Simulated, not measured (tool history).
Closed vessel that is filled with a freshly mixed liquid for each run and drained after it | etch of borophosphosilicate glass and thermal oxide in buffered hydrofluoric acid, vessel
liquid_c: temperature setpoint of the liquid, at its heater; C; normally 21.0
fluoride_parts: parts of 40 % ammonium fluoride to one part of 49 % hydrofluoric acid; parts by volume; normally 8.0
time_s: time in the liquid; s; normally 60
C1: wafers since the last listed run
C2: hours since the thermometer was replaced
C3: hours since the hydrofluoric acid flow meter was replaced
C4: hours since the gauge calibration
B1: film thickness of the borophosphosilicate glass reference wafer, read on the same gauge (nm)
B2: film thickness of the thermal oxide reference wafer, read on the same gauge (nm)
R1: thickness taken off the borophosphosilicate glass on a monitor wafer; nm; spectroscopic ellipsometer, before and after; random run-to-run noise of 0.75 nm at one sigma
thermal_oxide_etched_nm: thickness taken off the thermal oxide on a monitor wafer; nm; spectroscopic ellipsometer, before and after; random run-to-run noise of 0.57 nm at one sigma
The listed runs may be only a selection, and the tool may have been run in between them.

Run 1, hour 0.0: usual settings but time_s 50 s; C1 0; C2 2914.5; C3 136.5; C4 520.5; B1 91.33; B2 91.32. Result: R1 117.74 nm, thermal_oxide_etched_nm 55.79 nm.
Run 2, hour 17.9: usual settings; C1 2235; C2 2932.4; C3 154.4; C4 538.4; B1 91.38; B2 91.41. Result: R1 142.38 nm, thermal_oxide_etched_nm 67.24 nm.
Run 3, hour 46.2: usual settings; C1 3534; C2 2960.7; C3 182.7; C4 566.7; B1 91.52; B2 91.48. Result: R1 141.82 nm, thermal_oxide_etched_nm 67.58 nm.
Run 4, hour 70.0: usual settings but fluoride_parts 5.5 parts by volume; C1 2972; C2 2984.5; C3 206.5; C4 590.5; B1 91.63; B2 91.52. Result: R1 203.33 nm, thermal_oxide_etched_nm 94.58 nm.
Run 5, hour 90.3: usual settings but fluoride_parts 5.5 parts by volume; C1 2535; C2 3004.8; C3 226.8; C4 610.8; B1 91.72; B2 91.75. Result: R1 202.12 nm, thermal_oxide_etched_nm 94.66 nm.
Run 6, hour 123.0: usual settings but fluoride_parts 5.5 parts by volume; C1 4084; C2 3037.5; C3 259.5; C4 643.5; B1 91.87; B2 91.83. Result: R1 204.03 nm, thermal_oxide_etched_nm 95.16 nm.
Run 7, hour 157.2: usual settings; C1 4271; C2 3071.7; C3 293.7; C4 677.7; B1 92.00; B2 92.00. Result: R1 141.51 nm, thermal_oxide_etched_nm 67.12 nm.
Run 8, hour 184.9: usual settings but liquid_c 23.0 C; C1 3459; C2 3099.4; C3 321.4; C4 705.4; B1 92.15; B2 92.18. Result: R1 158.66 nm, thermal_oxide_etched_nm 75.78 nm.
At hour 191.3: thermometer replaced.
Run 9, hour 202.1: usual settings but fluoride_parts 7.0 parts by volume; C1 2023; C2 10.8; C3 338.6; C4 722.6; B1 92.24; B2 92.23. Result: R1 165.62 nm, thermal_oxide_etched_nm 76.96 nm.
Run 10, hour 224.7: usual settings; C1 2822; C2 33.4; C3 361.2; C4 745.2; B1 92.34; B2 92.35. Result: R1 142.81 nm, thermal_oxide_etched_nm 67.35 nm.
Run 11, hour 256.4: usual settings; C1 3959; C2 65.1; C3 392.9; C4 776.9; B1 92.56; B2 92.56. Result: R1 143.76 nm, thermal_oxide_etched_nm 67.29 nm.
Run 12, hour 285.0: usual settings but liquid_c 25.0 C, fluoride_parts 9.0 parts by volume, time_s 90 s; C1 3572; C2 93.7; C3 421.5; C4 805.5; B1 92.71; B2 92.67. Result: R1 234.32 nm, thermal_oxide_etched_nm 111.58 nm.
Run 13, hour 315.1: usual settings but liquid_c 26.0 C; C1 3759; C2 123.8; C3 451.6; C4 835.6; B1 92.85; B2 92.85. Result: R1 188.37 nm, thermal_oxide_etched_nm 88.85 nm.
At hour 329.3: hydrofluoric acid flow meter replaced.
Run 14, hour 391.3: usual settings but liquid_c 23.5 C; C1 9392; C2 200.0; C3 62.0; C4 911.8; B1 93.34; B2 93.36. Result: R1 164.23 nm, thermal_oxide_etched_nm 78.59 nm.
Run 15, hour 407.4: usual settings but liquid_c 17.5 C; C1 2010; C2 216.1; C3 78.1; C4 927.9; B1 93.48; B2 93.47. Result: R1 120.55 nm, thermal_oxide_etched_nm 56.32 nm.
Run 16, hour 420.8: usual settings; C1 1673; C2 229.5; C3 91.5; C4 941.3; B1 93.61; B2 93.55. Result: R1 145.08 nm, thermal_oxide_etched_nm 68.66 nm.
At hour 437.9: gauge calibrated.
Run 17, hour 449.6: usual settings but fluoride_parts 5.5 parts by volume, time_s 90 s; C1 3596; C2 258.3; C3 120.3; C4 11.7; B1 89.65; B2 89.72. Result: R1 298.16 nm, thermal_oxide_etched_nm 140.82 nm.
Run 18, hour 482.0: usual settings but liquid_c 25.0 C, fluoride_parts 9.5 parts by volume; C1 4046; C2 290.7; C3 152.7; C4 44.1; B1 89.65; B2 89.70. Result: R1 147.08 nm, thermal_oxide_etched_nm 70.10 nm.
Run 19, hour 497.8: usual settings but fluoride_parts 11.0 parts by volume, time_s 85 s; C1 1973; C2 306.5; C3 168.5; C4 59.9; B1 89.70; B2 89.70. Result: R1 146.47 nm, thermal_oxide_etched_nm 69.62 nm.
Run 20, hour 529.4: usual settings but liquid_c 25.0 C, time_s 70 s; C1 3946; C2 338.1; C3 200.1; C4 91.5; B1 89.66; B2 89.71. Result: R1 203.80 nm, thermal_oxide_etched_nm 94.19 nm.
Run 21, hour 565.3: usual settings; C1 4483; C2 374.0; C3 236.0; C4 127.4; B1 89.74; B2 89.72. Result: R1 138.54 nm, thermal_oxide_etched_nm 66.13 nm.
Run 22, hour 597.1: usual settings; C1 3971; C2 405.8; C3 267.8; C4 159.2; B1 89.71; B2 89.77. Result: R1 138.86 nm, thermal_oxide_etched_nm 65.70 nm.
Run 23, hour 638.2: usual settings but liquid_c 19.5 C, time_s 80 s; C1 5133; C2 446.9; C3 308.9; C4 200.3; B1 89.80; B2 89.84. Result: R1 171.64 nm, thermal_oxide_etched_nm 80.66 nm.
Run 24, hour 673.6: usual settings; C1 4421; C2 482.3; C3 344.3; C4 235.7; B1 89.90; B2 89.84. Result: R1 138.25 nm, thermal_oxide_etched_nm 66.03 nm.
Run 25, hour 704.7: usual settings but liquid_c 24.0 C, fluoride_parts 9.5 parts by volume, time_s 40 s; C1 3884; C2 513.4; C3 375.4; C4 266.8; B1 89.90; B2 89.92. Result: R1 92.53 nm, thermal_oxide_etched_nm 43.87 nm.
At hour 726.9: hydrofluoric acid flow meter replaced.
Run 26, hour 727.4: usual settings; C1 2710; C2 536.1; C3 0.5; C4 289.5; B1 89.96; B2 89.97. Result: R1 138.02 nm, thermal_oxide_etched_nm 65.32 nm.

3 options for the next run, each taken on its own from the tool as it stands now. Forecast them:
Run A, hour 728.1: usual settings; C1 87; C2 536.8; C3 1.2; C4 290.2; B1 ?; B2 ?. Result: R1 ?, thermal_oxide_etched_nm ?.
Run B, hour 728.1: usual settings but time_s 75 s; C1 87; C2 536.8; C3 1.2; C4 290.2; B1 ?; B2 ?. Result: R1 ?, thermal_oxide_etched_nm ?.
Run C, hour 728.1: usual settings but liquid_c 18.0 C; C1 87; C2 536.8; C3 1.2; C4 290.2; B1 ?; B2 ?. Result: R1 ?, thermal_oxide_etched_nm ?.

run     B1     B2      R1  thermal_oxide_etched_nm
  A  89.94  89.89  138.41                    65.83
  B  89.94  89.89  173.02                    82.28
  C  89.94  89.89  117.25                    55.62
The same runs, with their run-to-run variation unchanged, on a tool lacking any hidden condition would have given:
run      R1  thermal_oxide_etched_nm
  A  138.47                    65.86
  B  173.09                    82.32
  C  117.30                    55.65

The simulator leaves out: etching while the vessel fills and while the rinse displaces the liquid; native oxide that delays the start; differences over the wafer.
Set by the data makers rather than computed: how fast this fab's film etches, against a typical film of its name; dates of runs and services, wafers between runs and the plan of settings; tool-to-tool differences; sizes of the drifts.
